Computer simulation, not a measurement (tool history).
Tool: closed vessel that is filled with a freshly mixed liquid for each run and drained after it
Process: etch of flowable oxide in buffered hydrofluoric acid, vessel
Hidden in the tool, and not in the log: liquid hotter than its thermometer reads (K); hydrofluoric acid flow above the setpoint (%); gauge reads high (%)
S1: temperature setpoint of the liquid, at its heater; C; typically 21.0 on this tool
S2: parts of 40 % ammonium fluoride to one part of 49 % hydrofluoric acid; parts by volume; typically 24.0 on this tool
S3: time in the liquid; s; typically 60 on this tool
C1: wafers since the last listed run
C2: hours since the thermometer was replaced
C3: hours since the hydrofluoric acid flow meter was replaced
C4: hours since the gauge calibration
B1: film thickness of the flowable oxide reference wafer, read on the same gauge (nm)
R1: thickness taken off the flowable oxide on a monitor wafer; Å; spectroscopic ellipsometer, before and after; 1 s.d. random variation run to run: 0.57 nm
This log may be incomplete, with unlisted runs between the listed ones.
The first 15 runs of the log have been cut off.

run,day,S1,S2,S3,C1,C2,C3,C4,B1,R1
# day 15.367: gauge calibrated
16,15.579,25.0,24.0,70,4556,716.5,1588.0,5.1,150.00,1343.9
17,16.279,21.0,24.0,60,2284,733.3,1604.8,21.9,150.00,936.3
# day 16.346: hydrofluoric acid flow meter replaced
18,17.046,18.5,30.0,30,2366,751.7,16.8,40.3,150.05,320.9
19,18.046,21.0,27.0,60,3264,775.7,40.8,64.3,149.99,805.2
20,18.779,25.0,30.0,50,2393,793.3,58.4,81.9,149.97,779.8
21,20.196,17.0,14.5,90,4624,827.3,92.4,115.9,150.04,1653.6
# day 20.588: thermometer replaced
22,23.771,17.5,30.0,75,11533,76.4,178.2,201.7,149.99,766.6
23,24.742,19.0,17.0,60,3168,99.7,201.5,225.0,149.99,1038.3
24,25.504,21.0,24.0,60,2488,118.0,219.8,243.3,149.98,869.7
25,26.621,21.0,24.0,60,3644,144.8,246.6,270.1,150.00,877.3
26,27.725,19.0,17.0,60,3604,171.3,273.1,296.6,150.01,1054.6
27,29.208,21.0,24.0,60,4841,206.9,308.7,332.2,150.02,885.5
28,30.242,18.5,24.0,60,3372,231.7,333.5,357.0,149.97,758.9
29,31.496,18.5,19.0,70,4093,261.8,363.6,387.1,150.01,1071.9
30,32.317,21.0,24.0,60,2679,281.5,383.3,406.8,149.95,884.0
31,32.821,23.5,28.5,60,1645,293.6,395.4,418.9,149.99,906.8
32,33.904,21.0,24.0,60,3536,319.6,421.4,444.9,149.99,886.0
33,35.096,21.0,30.0,60,3889,348.2,450.0,473.5,150.01,751.4
34,35.675,21.0,24.0,70,1890,362.1,463.9,487.4,149.96,1032.8

Alternative continuations, all from the tool just after run 34; predict every row:
A,35.704,21.0,24.0,85,95,362.8,464.6,488.1,?,?
B,35.704,21.0,20.5,70,95,362.8,464.6,488.1,?,?
C,35.704,24.5,20.0,70,95,362.8,464.6,488.1,?,?

run,B1,R1
A,149.99,1259.2
B,149.99,1164.1
C,149.99,1446.9
With no hidden state in the tool, these same runs would have given:
run,R1
A,1218.1
B,1118.4
C,1379.9
